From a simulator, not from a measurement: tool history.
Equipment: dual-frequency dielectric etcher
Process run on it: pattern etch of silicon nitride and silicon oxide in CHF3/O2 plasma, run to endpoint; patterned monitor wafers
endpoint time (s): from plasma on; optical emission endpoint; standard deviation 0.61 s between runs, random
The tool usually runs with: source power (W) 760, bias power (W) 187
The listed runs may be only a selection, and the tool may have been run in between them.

run    hour  source power (W)  bias power (W)  incoming incoming film thickness, nm  endpoint time (s)
  1     0.0               760             223                                 305.3              191.8
  2    38.8               760             187                                 301.5              198.2
  3    65.6               680             187                                 303.8              208.0
  4   112.4               680             187                                 302.5              207.9
  5   148.1               680             187                                 303.4              208.0
      195.9  -- wet clean of the chamber
  6   196.4               760             187                                 302.9              198.0
  7   227.0               760             187                                 303.4              198.6
  8   255.1               760             187                                 305.9              200.2
  9   297.8               760             209                                 305.1              194.3
 10   324.4               760             209                                 307.9              196.0
 11   354.7               760             187                                 302.3              198.0
 12   413.8               760             187                                 305.3              199.7
 13   472.8               760             187                                 304.3              197.8
 14   531.1               760             187                                 305.3              198.6
 15   589.6               630             187                                 305.1              215.9
 16   655.3               630             187                                 305.1              216.3
 17   691.7               760             187                                 304.1              198.6
      758.3  -- wet clean of the chamber
 18   758.8               910             147                                 305.3              192.8
      800.4  -- source power generator calibrated
 19   804.1               840             173                                 308.3              194.7
 20   828.6               760             187                                 303.2              197.6
 21   857.6               760             187                                 301.6              197.0
 22   908.0               620             228                                 301.6              205.4
 23   976.4               760             187                                 303.4              197.3
 24  1023.4               760             187                                 301.5              196.7
 25  1058.2               870             162                                 303.2              190.8
 26  1110.0               880             187                                 303.6              185.4
     1134.1  -- bias power generator calibrated
 27  1141.9               760             187                                 306.1              201.5
     1188.3  -- upper electrode replaced, of another model than before
 28  1194.8               640             145                                 303.5              225.3
 29  1223.7               700             208                                 305.3              206.9
 30  1280.9               760             187                                 302.0              197.8
     1364.6  -- wet clean of the chamber
 31  1365.1               890             231                                 305.3              179.7
 32  1493.1               830             205                                 302.7              187.5
 33  1689.2               610             204                                 304.4              223.8
 34  1714.3               920             221                                 302.9              175.5

The next listed run, before its measurement:
 35  1749.2               760             211                                 303.8                  ?

{"run 35": {"endpoint time (s)": 197.2}}
On a tool with no hidden condition, and with the same random variation, this run would have come out at endpoint time (s) 197.3.
